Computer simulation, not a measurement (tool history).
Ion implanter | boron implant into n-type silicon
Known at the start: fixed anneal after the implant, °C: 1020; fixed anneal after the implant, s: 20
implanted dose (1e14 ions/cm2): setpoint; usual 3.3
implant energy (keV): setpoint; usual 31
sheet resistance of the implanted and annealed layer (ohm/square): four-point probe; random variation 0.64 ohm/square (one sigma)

run,day,implanted dose (1e14 ions/cm2),implant energy (keV),wafers since the last listed run,hours since the last dose calibration,hours since the extraction supply was calibrated,hours since the gauge calibration,"read-back reference wafer on the same gauge, sheet resistance",sheet resistance of the implanted and annealed layer (ohm/square)
1,0,3.3,31,0,2178.3,5095.6,214.8,247.09,283.79
2,0.517,3.3,31,196,2190.7,5108,227.2,246.99,283.53
3,1.221,3.3,35,267,2207.6,5124.9,244.1,246.91,279.6
4,1.588,3.3,35,139,2216.4,5133.7,252.9,246.88,279.63
5,2.258,3.3,28.5,255,2232.5,5149.8,269,246.96,286.32
6,2.671,3.3,28.5,156,2242.4,5159.7,278.9,247.02,285.21
7,3.283,3.3,38,232,2257.1,5174.4,293.6,247.08,276.75
8,3.946,3.3,38,251,2273,5190.3,309.5,247.15,278.88
9,4.379,3.3,38,164,2283.4,5200.7,319.9,246.97,277.6
10,4.938,3.61,26,212,2296.8,5214.1,333.3,246.98,267.52
11,5.529,3.61,26,224,2311,5228.3,347.5,246.94,269.73
12,6.133,3.61,26,229,2325.5,5242.8,362,247.11,269.26
13,6.529,3.3,31,150,2335,5252.3,371.5,246.94,285.17
14,6.992,3.3,31,175,2346.1,5263.4,382.6,247,283.93
15,7.425,3.3,31,164,2356.5,5273.8,393,246.99,284.78
16,7.679,3.3,36,96,2362.6,5279.9,399.1,246.96,279.45
17,8.167,3.3,31,185,2374.3,5291.6,410.8,247.08,285.42
18,8.567,3.3,31,152,2383.9,5301.2,420.4,246.92,284.88
19,9.142,4.2,31,218,2397.7,5315,434.2,247.03,233.48
20,11.275,3.64,31,811,2448.9,5366.2,485.4,246.91,264.1
21,11.679,3.61,27.5,153,2458.6,5375.9,495.1,246.97,268.67
# day 12.104: gauge calibrated
22,12.3,4,24,236,2473.5,5390.8,4.7,246.95,251.45
23,12.862,3.96,25.5,213,2487,5404.3,18.2,246.9,251.92
24,13.571,3.84,25,269,2504,5421.3,35.2,246.94,258.38
# day 14.471: Faraday cup replaced and dose calibrated
# day 16: extraction supply calibrated
25,16.021,4,21.5,677,37.2,0.5,94,246.99,238.73
26,16.317,3.05,35,112,44.3,7.6,101.1,247.02,280.05
27,16.704,3.3,31,147,53.6,16.9,110.4,247.15,268.74
28,17.188,3.3,40,183,65.2,28.5,122,247.13,260.47
29,19.217,3.3,31,771,113.9,77.2,170.7,246.84,267.6
30,19.804,3.3,23.5,223,128,91.3,184.8,247.08,275.14
31,20.138,3.3,31,126,136,99.3,192.8,246.96,268.19
32,20.675,3.7,23.5,204,148.9,112.2,205.7,247.04,251.93
33,21.367,3.3,36.5,262,165.5,128.8,222.3,246.97,263.91
34,21.829,2.74,36,175,176.6,139.9,233.4,247.02,305.03
35,22.212,3.61,27.5,145,185.8,149.1,242.6,246.93,251.65
36,22.767,3.86,31,210,199.1,162.4,255.9,247.02,235.1
37,23.179,3.3,31,156,209,172.3,265.8,247.06,268.45
38,23.65,4.03,27,179,220.3,183.6,277.1,246.88,230.82

The same runs without the tool's hidden state, with the same run-to-run variation:
The hidden state here: deviation of the true dose from the Faraday cup's reading, %; deviation of the true energy from its setpoint, %; gauge reads high (%).
run,sheet resistance of the implanted and annealed layer (ohm/square)
1,272.63
2,272.27
3,268.35
4,268.3
5,274.55
6,273.39
7,265.17
8,267.07
9,265.74
10,255.92
11,257.9
12,257.31
13,272.45
14,271.16
15,271.86
16,266.73
17,272.29
18,271.68
19,222.39
20,251.16
21,255.45
22,238.92
23,239.23
24,245.22
25,242.01
26,283.87
27,272.43
28,264.03
29,271.25
30,278.87
31,271.84
32,255.35
33,267.48
34,309.07
35,255.06
36,238.29
37,272.05
38,233.93
